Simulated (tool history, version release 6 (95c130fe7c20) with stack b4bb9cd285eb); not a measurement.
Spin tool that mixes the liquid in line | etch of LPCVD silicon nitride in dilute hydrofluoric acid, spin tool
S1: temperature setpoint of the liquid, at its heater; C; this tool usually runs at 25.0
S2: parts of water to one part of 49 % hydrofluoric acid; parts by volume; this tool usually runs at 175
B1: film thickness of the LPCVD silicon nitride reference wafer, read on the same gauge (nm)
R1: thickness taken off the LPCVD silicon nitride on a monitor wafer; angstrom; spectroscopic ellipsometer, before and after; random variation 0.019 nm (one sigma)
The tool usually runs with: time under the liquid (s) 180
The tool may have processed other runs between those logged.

run 1 hour=0.0 | S1=25.0 S2=175 time_under_the_liquid_(s)=245 | B1=59.982 | R1=7.31
run 2 hour=66.3 | S1=25.0 S2=175 time_under_the_liquid_(s)=180 | B1=59.987 | R1=5.36
run 3 hour=102.9 | S1=25.0 S2=175 time_under_the_liquid_(s)=180 | B1=60.004 | R1=5.23
run 4 hour=149.4 | S1=25.0 S2=175 time_under_the_liquid_(s)=180 | B1=59.999 | R1=5.05
run 5 hour=204.9 | S1=25.0 S2=175 time_under_the_liquid_(s)=100 | B1=60.017 | R1=2.84
run 6 hour=235.3 | S1=25.0 S2=175 time_under_the_liquid_(s)=180 | B1=59.961 | R1=5.08
run 7 hour=380.0 | S1=25.0 S2=175 time_under_the_liquid_(s)=180 | B1=59.993 | R1=4.84
run 8 hour=405.7 | S1=25.0 S2=230 time_under_the_liquid_(s)=180 | B1=60.010 | R1=3.85
run 9 hour=447.0 | S1=25.0 S2=230 time_under_the_liquid_(s)=180 | B1=59.972 | R1=3.92
run 10 hour=471.7 | S1=25.0 S2=175 time_under_the_liquid_(s)=180 | B1=60.021 | R1=4.75
run 11 hour=495.8 | S1=25.0 S2=175 time_under_the_liquid_(s)=180 | B1=59.993 | R1=4.94
run 12 hour=566.6 | S1=27.0 S2=110 time_under_the_liquid_(s)=265 | B1=60.009 | R1=13.38
run 13 hour=620.9 | S1=25.0 S2=175 time_under_the_liquid_(s)=180 | B1=60.007 | R1=4.80
run 14 hour=669.7 | S1=21.5 S2=245 time_under_the_liquid_(s)=180 | B1=60.002 | R1=2.81
run 15 hour=696.0 | S1=23.5 S2=215 time_under_the_liquid_(s)=145 | B1=60.019 | R1=3.00
run 16 hour=743.3 | S1=25.0 S2=175 time_under_the_liquid_(s)=180 | B1=60.021 | R1=4.96
run 17 hour=774.9 | S1=20.0 S2=265 time_under_the_liquid_(s)=180 | B1=60.006 | R1=2.30
run 18 hour=845.5 | S1=25.0 S2=175 time_under_the_liquid_(s)=145 | B1=59.986 | R1=3.84
run 19 hour=889.6 | S1=28.5 S2=175 time_under_the_liquid_(s)=180 | B1=59.999 | R1=5.61
run 20 hour=914.1 | S1=25.0 S2=260 time_under_the_liquid_(s)=180 | B1=60.001 | R1=3.20
run 21 hour=957.4 | S1=23.5 S2=175 time_under_the_liquid_(s)=180 | B1=60.002 | R1=3.94
run 22 hour=1029.1 | S1=20.0 S2=145 time_under_the_liquid_(s)=225 | B1=60.003 | R1=4.89
run 23 hour=1065.2 | S1=25.0 S2=135 time_under_the_liquid_(s)=85 | B1=59.987 | R1=2.69
run 24 hour=1118.0 | S1=25.0 S2=175 time_under_the_liquid_(s)=180 | B1=59.995 | R1=5.30
run 25 hour=1168.5 | S1=25.0 S2=175 time_under_the_liquid_(s)=180 | B1=60.001 | R1=5.10
run 26 hour=1199.4 | S1=27.5 S2=175 time_under_the_liquid_(s)=150 | B1=59.999 | R1=5.03
run 27 hour=1280.4 | S1=25.0 S2=175 time_under_the_liquid_(s)=180 | B1=60.000 | R1=5.41
run 28 hour=1307.5 | S1=28.0 S2=175 time_under_the_liquid_(s)=235 | B1=60.015 | R1=7.94
run 29 hour=1351.8 | S1=25.0 S2=220 time_under_the_liquid_(s)=265 | B1=59.996 | R1=6.13
run 30 hour=1421.7 | S1=29.0 S2=120 time_under_the_liquid_(s)=125 | B1=59.998 | R1=6.38
run 31 hour=1452.7 | S1=28.5 S2=250 time_under_the_liquid_(s)=220 | B1=59.997 | R1=5.28
run 32 hour=1510.8 | S1=27.5 S2=175 time_under_the_liquid_(s)=180 | B1=60.033 | R1=5.93

Between the runs listed above, the log contained 5 entries, not reproduced here. Where in the sequence does each belong, and how does what the log doesn't record of the tool's condition differ from the listed run before to the listed run after?
Logged between run 6 and run 7: hydrofluoric acid flow meter replaced (hour 345.1); gauge calibrated (hour 364.4)
  liquid colder than its thermometer reads (K): 0.744 -> 1.12
  measured value less the no-hidden-state value, R1: -0.24 -> -0.36 angstrom
Logged between run 19 and run 20: hydrofluoric acid flow meter replaced (hour 893.4)
  liquid colder than its thermometer reads (K): 2.44 -> 2.5
  measured value less the no-hidden-state value, R1: -0.92 -> -0.54 angstrom
Logged between run 23 and run 24: thermometer replaced (hour 1073.8)
  liquid colder than its thermometer reads (K): 2.89 -> 0.291
  measured value less the no-hidden-state value, R1: -0.56 -> -0.10 angstrom
Logged between run 29 and run 30: hydrofluoric acid flow meter replaced (hour 1364.5)
  liquid colder than its thermometer reads (K): 0.896 -> 1.08
  measured value less the no-hidden-state value, R1: -0.35 -> -0.45 angstrom
